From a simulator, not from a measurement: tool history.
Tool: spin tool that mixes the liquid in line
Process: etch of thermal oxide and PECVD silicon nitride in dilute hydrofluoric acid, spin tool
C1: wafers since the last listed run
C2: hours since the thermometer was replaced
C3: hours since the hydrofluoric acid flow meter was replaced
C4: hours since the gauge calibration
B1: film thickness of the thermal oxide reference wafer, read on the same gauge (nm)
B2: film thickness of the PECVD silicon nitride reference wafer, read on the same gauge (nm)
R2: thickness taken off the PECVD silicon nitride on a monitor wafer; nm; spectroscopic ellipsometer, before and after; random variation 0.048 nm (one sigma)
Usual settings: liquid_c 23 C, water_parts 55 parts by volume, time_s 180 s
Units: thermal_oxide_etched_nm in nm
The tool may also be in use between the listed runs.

run 1 hour=0 | liquid_c=23 water_parts=55 time_s=180 | C1=0 C2=1991.5 C3=1174.9 C4=143 | B1=49.99 B2=150.06 | thermal_oxide_etched_nm=15.81 R2=7.07
run 2 hour=9.3 | liquid_c=23 water_parts=55 time_s=140 | C1=47 C2=2000.8 C3=1184.2 C4=152.3 | B1=50.02 B2=150 | thermal_oxide_etched_nm=12.25 R2=5.57
run 3 hour=20.9 | liquid_c=20 water_parts=55 time_s=180 | C1=59 C2=2012.4 C3=1195.8 C4=163.9 | B1=49.98 B2=149.97 | thermal_oxide_etched_nm=13.88 R2=5.72
run 4 hour=56.9 | liquid_c=23 water_parts=55 time_s=180 | C1=183 C2=2048.4 C3=1231.8 C4=199.9 | B1=50 B2=149.99 | thermal_oxide_etched_nm=15.9 R2=7.09
run 5 hour=68.3 | liquid_c=23 water_parts=55 time_s=180 | C1=57 C2=2059.8 C3=1243.2 C4=211.3 | B1=50.01 B2=149.99 | thermal_oxide_etched_nm=15.77 R2=7.02
-- hour=78.6 gauge calibrated
run 6 hour=113.4 | liquid_c=23 water_parts=55 time_s=180 | C1=229 C2=2104.9 C3=1288.3 C4=34.8 | B1=49.99 B2=150.03 | thermal_oxide_etched_nm=15.66 R2=7.03
run 7 hour=122.3 | liquid_c=23 water_parts=55 time_s=180 | C1=45 C2=2113.8 C3=1297.2 C4=43.7 | B1=49.97 B2=150 | thermal_oxide_etched_nm=15.66 R2=6.99
run 8 hour=136.6 | liquid_c=23 water_parts=55 time_s=180 | C1=72 C2=2128.1 C3=1311.5 C4=58 | B1=50 B2=149.98 | thermal_oxide_etched_nm=15.96 R2=7.1
run 9 hour=144.3 | liquid_c=23 water_parts=55 time_s=180 | C1=39 C2=2135.8 C3=1319.2 C4=65.7 | B1=50 B2=150.06 | thermal_oxide_etched_nm=15.81 R2=7.11
run 10 hour=150.8 | liquid_c=23 water_parts=55 time_s=180 | C1=33 C2=2142.3 C3=1325.7 C4=72.2 | B1=49.99 B2=149.98 | thermal_oxide_etched_nm=15.88 R2=7.03
run 11 hour=165.5 | liquid_c=23 water_parts=50 time_s=180 | C1=74 C2=2157 C3=1340.4 C4=86.9 | B1=50 B2=150 | thermal_oxide_etched_nm=17.54 R2=7.77
run 12 hour=173.3 | liquid_c=23 water_parts=75 time_s=210 | C1=39 C2=2164.8 C3=1348.2 C4=94.7 | B1=49.99 B2=150.02 | thermal_oxide_etched_nm=13.18 R2=6.08
run 13 hour=187 | liquid_c=27 water_parts=40 time_s=215 | C1=69 C2=2178.5 C3=1361.9 C4=108.4 | B1=50.02 B2=150.03 | thermal_oxide_etched_nm=31.3 R2=15.08
run 14 hour=200.9 | liquid_c=20.5 water_parts=75 time_s=180 | C1=70 C2=2192.4 C3=1375.8 C4=122.3 | B1=50.01 B2=149.99 | thermal_oxide_etched_nm=10.07 R2=4.41
run 15 hour=217.5 | liquid_c=19 water_parts=35 time_s=100 | C1=84 C2=2209 C3=1392.4 C4=138.9 | B1=49.99 B2=149.98 | thermal_oxide_etched_nm=11.95 R2=4.62
run 16 hour=237.3 | liquid_c=19.5 water_parts=55 time_s=285 | C1=100 C2=2228.8 C3=1412.2 C4=158.7 | B1=49.99 B2=150.06 | thermal_oxide_etched_nm=21.51 R2=8.76
run 17 hour=250.3 | liquid_c=27 water_parts=30 time_s=125 | C1=66 C2=2241.8 C3=1425.2 C4=171.7 | B1=50 B2=150 | thermal_oxide_etched_nm=24.28 R2=11.64
-- hour=251.9 thermometer replaced
-- hour=262.2 hydrofluoric acid flow meter replaced
run 18 hour=303.3 | liquid_c=23 water_parts=55 time_s=180 | C1=259 C2=51.4 C3=41.1 C4=224.7 | B1=50.01 B2=150 | thermal_oxide_etched_nm=15.9 R2=7.11
-- hour=314.5 gauge calibrated
run 19 hour=315.7 | liquid_c=23 water_parts=55 time_s=180 | C1=63 C2=63.8 C3=53.5 C4=1.2 | B1=50 B2=150.01 | thermal_oxide_etched_nm=15.87 R2=7
run 20 hour=328.3 | liquid_c=26 water_parts=75 time_s=180 | C1=64 C2=76.4 C3=66.1 C4=13.8 | B1=50.02 B2=150.02 | thermal_oxide_etched_nm=12.72 R2=6.38
run 21 hour=338.8 | liquid_c=21.5 water_parts=45 time_s=130 | C1=53 C2=86.9 C3=76.6 C4=24.3 | B1=50 B2=150.02 | thermal_oxide_etched_nm=13.22 R2=5.58
run 22 hour=352.3 | liquid_c=25.5 water_parts=25 time_s=150 | C1=68 C2=100.4 C3=90.1 C4=37.8 | B1=49.99 B2=149.99 | thermal_oxide_etched_nm=33.32 R2=14.94
run 23 hour=363.9 | liquid_c=23 water_parts=55 time_s=145 | C1=59 C2=112 C3=101.7 C4=49.4 | B1=49.98 B2=150.03 | thermal_oxide_etched_nm=12.7 R2=5.72
run 24 hour=371.8 | liquid_c=23 water_parts=75 time_s=180 | C1=40 C2=119.9 C3=109.6 C4=57.3 | B1=50.01 B2=149.99 | thermal_oxide_etched_nm=11.3 R2=5.23
run 25 hour=402 | liquid_c=25 water_parts=55 time_s=285 | C1=153 C2=150.1 C3=139.8 C4=87.5 | B1=49.99 B2=149.94 | thermal_oxide_etched_nm=27.27 R2=12.88
run 26 hour=418.4 | liquid_c=23 water_parts=55 time_s=180 | C1=83 C2=166.5 C3=156.2 C4=103.9 | B1=50 B2=150.01 | thermal_oxide_etched_nm=15.82 R2=7.08
run 27 hour=435.6 | liquid_c=23 water_parts=50 time_s=180 | C1=87 C2=183.7 C3=173.4 C4=121.1 | B1=49.99 B2=149.98 | thermal_oxide_etched_nm=17.39 R2=7.72

Forecast each of these 3 alternatives for the next run:
run A hour=436.1 | liquid_c=23 water_parts=55 time_s=270 | C1=2 C2=184.2 C3=173.9 C4=121.6 | B1=? B2=? | thermal_oxide_etched_nm=? R2=?
run B hour=436.1 | liquid_c=26 water_parts=55 time_s=285 | C1=2 C2=184.2 C3=173.9 C4=121.6 | B1=? B2=? | thermal_oxide_etched_nm=? R2=?
run C hour=436.1 | liquid_c=21 water_parts=55 time_s=95 | C1=2 C2=184.2 C3=173.9 C4=121.6 | B1=? B2=? | thermal_oxide_etched_nm=? R2=?

run=A B1=50.01 B2=149.95 thermal_oxide_etched_nm=23.74 R2=10.64
run=B B1=50.01 B2=149.95 thermal_oxide_etched_nm=28.33 R2=13.74
run=C B1=50.01 B2=149.95 thermal_oxide_etched_nm=7.69 R2=3.27
Without the tool's hidden state the same runs would have given:
run=A thermal_oxide_etched_nm=23.74 R2=10.64
run=B thermal_oxide_etched_nm=28.33 R2=13.74
run=C thermal_oxide_etched_nm=7.69 R2=3.27

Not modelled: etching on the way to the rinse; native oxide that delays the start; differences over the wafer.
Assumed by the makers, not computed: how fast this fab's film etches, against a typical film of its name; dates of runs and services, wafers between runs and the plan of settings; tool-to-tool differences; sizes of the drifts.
